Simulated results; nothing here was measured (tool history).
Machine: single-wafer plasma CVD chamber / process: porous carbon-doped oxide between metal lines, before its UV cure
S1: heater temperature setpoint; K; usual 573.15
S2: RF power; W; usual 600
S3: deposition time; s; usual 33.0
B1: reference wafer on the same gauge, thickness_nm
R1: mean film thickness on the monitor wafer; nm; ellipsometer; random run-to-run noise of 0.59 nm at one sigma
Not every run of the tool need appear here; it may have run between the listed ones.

run   hour      S1   S2    S3       B1       R1
  1    0.0  567.15  600  33.0  199.027  207.973
  2    6.4  567.15  600  33.0  199.048  208.770
  3   14.5  567.15  600  33.0  198.881  208.393
  4   29.7  573.15  600  33.0  199.172  202.316
  5   37.4  573.15  600  33.0  199.077  203.009
  6   51.5  573.15  600  33.0  198.842  202.092
  7   63.4  573.15  600  33.0  198.924  202.828
  8   77.6  573.15  600  33.0  198.965  201.799
  9   87.9  573.15  600  33.0  198.875  202.629
 10   99.2  573.15  670  33.0  199.200  217.178
 11  146.9  573.15  670  33.0  199.049  216.856
 12  158.2  573.15  670  33.0  199.035  217.394
 13  164.5  573.15  600  33.0  199.027  201.027
 14  177.8  573.15  600  33.0  199.031  201.576
     185.5  -- gauge calibrated
 15  187.4  573.15  600  33.0  198.926  201.721
 16  205.4  573.15  600  33.0  198.945  200.732
 17  223.5  573.15  600  33.0  199.198  202.272
 18  238.8  563.15  650  30.5  198.848  206.632
 19  246.3  573.15  600  33.0  199.206  201.035
 20  259.2  580.15  555  30.8  199.112  171.438
 21  269.7  561.15  700  33.0  199.013  236.542
 22  278.2  573.15  600  33.0  198.926  200.552
 23  284.7  561.15  710  30.4  199.049  220.533
     298.9  -- RF generator calibrated
 24  299.4  573.15  600  33.0  198.944  211.162
 25  304.3  567.15  665  27.7  199.136  197.168
 26  318.2  573.15  540  33.0  198.962  195.583
     331.0  -- showerhead replaced
     332.0  -- thermocouple changed; heater temperature recalibrated
 27  332.5  584.15  690  33.0  198.956  219.451
 28  373.9  566.15  600  28.7  199.127  191.579
 29  389.7  573.15  600  33.0  199.072  210.401
 30  405.5  573.15  600  29.8  198.806  190.808
 31  421.5  584.15  655  29.9  198.995  192.977

List, for all runs, the conditions of the tool that the log does not record:
wafer temperature above the value expected at the setpoint (K): 0 across all the runs
gauge reads high (%): 0 across all the runs
H1: delivered RF power above the setpoint (%)
run      H1
  1   -6.33
  2   -6.36
  3   -6.39
  4   -6.47
  5    -6.5
  6   -6.57
  7   -6.62
  8   -6.69
  9   -6.74
 10   -6.79
 11   -7.02
 12   -7.07
 13    -7.1
 14   -7.16
 15   -7.21
 16   -7.29
 17   -7.38
 18   -7.45
 19   -7.49
 20   -7.55
 21    -7.6
 22   -7.64
 23   -7.67
 24   -0.43
 25  -0.454
 26  -0.519
 27  -0.586
 28  -0.782
 29  -0.856
 30   -0.93
 31   -1.01
